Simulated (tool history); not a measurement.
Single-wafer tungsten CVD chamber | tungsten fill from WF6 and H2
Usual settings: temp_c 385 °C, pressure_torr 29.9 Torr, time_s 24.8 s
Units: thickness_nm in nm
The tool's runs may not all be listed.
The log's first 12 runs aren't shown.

run   hour  temp_c  pressure_torr  time_s  read-back reference wafer on the same gauge, thickness_nm  thickness_nm
 13  149.2     385           28.4    23.8                                                     62.127        54.149
 14  156.3     385           29.9    24.8                                                     62.206        57.334
 15  168.2     385           29.9    24.8                                                     62.195        57.365
     168.5  -- gauge calibrated
 16  175.6     385           23.8    24.8                                                     62.221        51.542
 17  192.7     385           34.9    28.5                                                     62.217        70.828
 18  205.5     371           26.7    23.1                                                     62.208        39.312
     221.3  -- capacitance manometer re-zeroed and calibrated
 19  221.8     392           29.9    29.6                                                     62.173        74.227
 20  229.5     385           29.9    24.8                                                     62.134        55.573
 21  236.7     374           29.9    24.8                                                     62.212         45.34
 22    252     380           23.9    21.6                                                     62.171        39.659
 23  268.8     400             33    26.7                                                     62.238        80.802
 24  281.8     385           29.9    24.8                                                      62.19        55.471
 25  287.9     377           32.3    24.8                                                     62.209        49.513
 26  297.8     385           29.9    24.8                                                     62.178         55.42
 27  311.2     392           32.8    28.3                                                     62.197        74.784
 28  321.3     385           23.9    24.8                                                     62.195        49.736
 29  327.7     376           35.7    21.2                                                     62.177        44.008
 30  335.5     390           37.2    19.9                                                     62.289        53.797

Forecast each of these 4 alternatives for the next run:
  A  335.9     385           29.9    20.8                                                          ?             ?
  B  335.9     385           34.8    24.8                                                          ?             ?
  C  335.9     379           36.3    20.4                                                          ?             ?
  D  335.9     385           25.5    24.8                                                          ?             ?

run  read-back reference wafer on the same gauge, thickness_nm  thickness_nm
  A                                                      62.21        46.485
  B                                                      62.21        59.556
  C                                                      62.21        44.869
  D                                                      62.21        51.435
Without the tool's hidden state the same runs would have given:
run  thickness_nm
  A        47.383
  B        60.713
  C        45.791
  D        52.424

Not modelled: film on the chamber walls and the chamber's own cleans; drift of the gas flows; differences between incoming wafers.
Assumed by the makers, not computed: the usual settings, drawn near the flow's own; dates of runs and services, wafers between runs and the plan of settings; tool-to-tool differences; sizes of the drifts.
